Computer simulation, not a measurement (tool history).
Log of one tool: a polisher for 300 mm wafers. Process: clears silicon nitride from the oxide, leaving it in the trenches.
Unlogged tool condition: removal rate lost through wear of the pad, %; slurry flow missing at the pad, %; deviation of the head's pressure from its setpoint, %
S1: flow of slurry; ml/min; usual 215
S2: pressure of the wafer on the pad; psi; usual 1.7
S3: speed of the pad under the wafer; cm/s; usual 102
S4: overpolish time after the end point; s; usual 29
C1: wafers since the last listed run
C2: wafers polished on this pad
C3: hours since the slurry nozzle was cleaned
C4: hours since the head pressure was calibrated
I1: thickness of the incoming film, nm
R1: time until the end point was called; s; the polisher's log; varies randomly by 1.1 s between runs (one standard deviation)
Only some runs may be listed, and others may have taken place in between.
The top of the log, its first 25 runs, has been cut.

{"run": 26, "day": 27.962, "S1": 215, "S2": 1.7, "S3": 102, "S4": 29, "C1": 108, "C2": 1011, "C3": 313.6, "C4": 277.1, "I1": 70.7, "R1": 131.5}
{"run": 27, "day": 29.125, "S1": 215, "S2": 1.7, "S3": 130, "S4": 22, "C1": 244, "C2": 1256, "C3": 341.5, "C4": 305.0, "I1": 70.6, "R1": 108.9}
{"run": 28, "day": 30.271, "S1": 145, "S2": 1.7, "S3": 102, "S4": 29, "C1": 240, "C2": 1497, "C3": 369.0, "C4": 332.5, "I1": 69.7, "R1": 143.9}
{"run": 29, "day": 31.283, "S1": 155, "S2": 1.7, "S3": 114, "S4": 29, "C1": 212, "C2": 1710, "C3": 393.3, "C4": 356.8, "I1": 69.7, "R1": 132.6}
{"run": 30, "day": 32.292, "S1": 215, "S2": 1.7, "S3": 102, "S4": 29, "C1": 212, "C2": 1922, "C3": 417.5, "C4": 381.0, "I1": 70.5, "R1": 133.3}
{"run": 31, "day": 33.108, "S1": 240, "S2": 1.7, "S3": 102, "S4": 18, "C1": 171, "C2": 2093, "C3": 437.1, "C4": 400.6, "I1": 69.4, "R1": 128.3}
{"run": 32, "day": 34.196, "S1": 215, "S2": 1.7, "S3": 102, "S4": 22, "C1": 228, "C2": 2322, "C3": 463.2, "C4": 426.7, "I1": 71.3, "R1": 135.6}
{"day": 34.462, "done": "worn pad replaced by a new one"}
{"run": 33, "day": 34.729, "S1": 215, "S2": 1.2, "S3": 116, "S4": 13, "C1": 77, "C2": 56, "C3": 476.0, "C4": 439.5, "I1": 70.6, "R1": 164.8}
{"run": 34, "day": 36.15, "S1": 215, "S2": 1.7, "S3": 124, "S4": 29, "C1": 298, "C2": 354, "C3": 510.1, "C4": 473.6, "I1": 69.3, "R1": 114.7}
{"run": 35, "day": 37.767, "S1": 245, "S2": 1.4, "S3": 124, "S4": 36, "C1": 339, "C2": 694, "C3": 548.9, "C4": 512.4, "I1": 71.2, "R1": 135.3}
{"run": 36, "day": 38.279, "S1": 215, "S2": 1.7, "S3": 102, "S4": 29, "C1": 107, "C2": 802, "C3": 561.2, "C4": 524.7, "I1": 70.3, "R1": 134.1}

Predict each of these 5 candidate next runs independently; none follows another, all start after run 36:
{"run": "A", "day": 38.3, "S1": 215, "S2": 1.7, "S3": 102, "S4": 29, "C1": 4, "C2": 806, "C3": 561.7, "C4": 525.2, "I1": 70.1, "R1": "?"}
{"run": "B", "day": 38.3, "S1": 215, "S2": 1.7, "S3": 102, "S4": 42, "C1": 4, "C2": 806, "C3": 561.7, "C4": 525.2, "I1": 70.1, "R1": "?"}
{"run": "C", "day": 38.3, "S1": 215, "S2": 1.7, "S3": 102, "S4": 13, "C1": 4, "C2": 806, "C3": 561.7, "C4": 525.2, "I1": 70.1, "R1": "?"}
{"run": "D", "day": 38.3, "S1": 215, "S2": 1.5, "S3": 68, "S4": 23, "C1": 4, "C2": 806, "C3": 561.7, "C4": 525.2, "I1": 70.1, "R1": "?"}
{"run": "E", "day": 38.3, "S1": 270, "S2": 1.3, "S3": 66, "S4": 29, "C1": 4, "C2": 806, "C3": 561.7, "C4": 525.2, "I1": 70.1, "R1": "?"}

run=A R1=133.8
run=B R1=133.8
run=C R1=133.8
run=D R1=198.6
run=E R1=217.5
Take away the tool's hidden state, keep each run's random variation, and the runs would have read:
run=A R1=119.9
run=B R1=119.9
run=C R1=119.9
run=D R1=177.9
run=E R1=199.3

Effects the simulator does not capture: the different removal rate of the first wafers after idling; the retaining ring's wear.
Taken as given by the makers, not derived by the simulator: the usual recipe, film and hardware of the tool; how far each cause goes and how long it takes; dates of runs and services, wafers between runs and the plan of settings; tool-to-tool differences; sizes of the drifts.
